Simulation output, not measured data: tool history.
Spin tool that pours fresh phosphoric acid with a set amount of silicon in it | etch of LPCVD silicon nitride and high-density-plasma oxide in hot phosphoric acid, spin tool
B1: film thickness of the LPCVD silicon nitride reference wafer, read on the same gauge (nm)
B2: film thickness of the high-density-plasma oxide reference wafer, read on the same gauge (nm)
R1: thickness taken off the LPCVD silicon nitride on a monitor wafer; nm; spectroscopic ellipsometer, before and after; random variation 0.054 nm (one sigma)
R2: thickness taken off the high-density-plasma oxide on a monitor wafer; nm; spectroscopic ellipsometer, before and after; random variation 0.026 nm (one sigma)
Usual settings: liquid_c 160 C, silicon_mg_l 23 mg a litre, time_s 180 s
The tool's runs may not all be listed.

{"run": 1, "hour": 0.0, "liquid_c": 159.5, "silicon_mg_l": 23, "time_s": 180, "B1": 39.99, "B2": 40.011, "R1": 16.35, "R2": 0.297}
{"run": 2, "hour": 168.1, "liquid_c": 159.5, "silicon_mg_l": 23, "time_s": 180, "B1": 40, "B2": 39.977, "R1": 16.38, "R2": 0.333}
{"run": 3, "hour": 203.8, "liquid_c": 159.5, "silicon_mg_l": 23, "time_s": 180, "B1": 39.98, "B2": 39.976, "R1": 16.37, "R2": 0.285}
{"run": 4, "hour": 245.5, "liquid_c": 160, "silicon_mg_l": 23, "time_s": 180, "B1": 40.02, "B2": 39.995, "R1": 16.6, "R2": 0.318}
{"run": 5, "hour": 273.0, "liquid_c": 160, "silicon_mg_l": 23, "time_s": 180, "B1": 39.99, "B2": 40.001, "R1": 16.61, "R2": 0.328}
{"hour": 439.4, "done": "heated supply line repaired"}
{"hour": 465.3, "done": "gauge calibrated"}
{"run": 6, "hour": 475.5, "liquid_c": 160, "silicon_mg_l": 23, "time_s": 180, "B1": 40.02, "B2": 39.983, "R1": 17.39, "R2": 0.31}
{"hour": 484.8, "done": "dissolved silicon flow meter replaced"}
{"run": 7, "hour": 546.1, "liquid_c": 160, "silicon_mg_l": 23, "time_s": 180, "B1": 40.01, "B2": 40.013, "R1": 17.47, "R2": 0.374}
{"run": 8, "hour": 589.2, "liquid_c": 162, "silicon_mg_l": 23, "time_s": 100, "B1": 40.01, "B2": 39.986, "R1": 10.4, "R2": 0.226}
{"run": 9, "hour": 637.0, "liquid_c": 162, "silicon_mg_l": 23, "time_s": 100, "B1": 40.03, "B2": 39.987, "R1": 10.35, "R2": 0.216}
{"run": 10, "hour": 661.1, "liquid_c": 160, "silicon_mg_l": 23, "time_s": 245, "B1": 40.01, "B2": 39.992, "R1": 23.78, "R2": 0.47}
{"run": 11, "hour": 722.3, "liquid_c": 162.5, "silicon_mg_l": 7.5, "time_s": 180, "B1": 39.96, "B2": 39.983, "R1": 18.98, "R2": 0.637}
{"run": 12, "hour": 764.3, "liquid_c": 160, "silicon_mg_l": 23, "time_s": 180, "B1": 40.01, "B2": 39.975, "R1": 17.51, "R2": 0.355}
{"hour": 797.3, "done": "thermometer replaced"}
{"run": 13, "hour": 802.3, "liquid_c": 161, "silicon_mg_l": 7, "time_s": 105, "B1": 40.02, "B2": 40.011, "R1": 9.88, "R2": 0.299}
{"run": 14, "hour": 849.2, "liquid_c": 157.5, "silicon_mg_l": 16.5, "time_s": 255, "B1": 40, "B2": 40.017, "R1": 21.28, "R2": 0.453}
{"run": 15, "hour": 908.0, "liquid_c": 160, "silicon_mg_l": 23, "time_s": 180, "B1": 40, "B2": 40.019, "R1": 16.35, "R2": 0.289}
{"run": 16, "hour": 949.3, "liquid_c": 158.5, "silicon_mg_l": 5, "time_s": 80, "B1": 40.05, "B2": 40.017, "R1": 6.88, "R2": 0.214}
{"run": 17, "hour": 1006.6, "liquid_c": 163, "silicon_mg_l": 39, "time_s": 290, "B1": 39.95, "B2": 39.991, "R1": 29.17, "R2": 0.302}
{"run": 18, "hour": 1060.3, "liquid_c": 162, "silicon_mg_l": 23, "time_s": 105, "B1": 39.98, "B2": 39.99, "R1": 10.18, "R2": 0.168}
{"run": 19, "hour": 1120.1, "liquid_c": 160, "silicon_mg_l": 23, "time_s": 180, "B1": 40.02, "B2": 39.992, "R1": 16.41, "R2": 0.288}

What the log doesn't show, run by run:
dissolved silicon flow above the setpoint (%): 0 in every run
gauge reads high (%): 0 in every run
H1: liquid hotter than its thermometer reads (K)
H2: temperature lost on the way to the wafer (K)
run=1 H1=1.18 H2=1.05
run=2 H1=1.35 H2=1.22
run=3 H1=1.38 H2=1.26
run=4 H1=1.42 H2=1.3
run=5 H1=1.45 H2=1.33
run=6 H1=1.65 H2=0.0814
run=7 H1=1.73 H2=0.155
run=8 H1=1.77 H2=0.2
run=9 H1=1.82 H2=0.25
run=10 H1=1.84 H2=0.275
run=11 H1=1.9 H2=0.339
run=12 H1=1.94 H2=0.383
run=13 H1=0.0626 H2=0.422
run=14 H1=0.11 H2=0.471
run=15 H1=0.169 H2=0.533
run=16 H1=0.21 H2=0.576
run=17 H1=0.267 H2=0.636
run=18 H1=0.321 H2=0.692
run=19 H1=0.381 H2=0.754
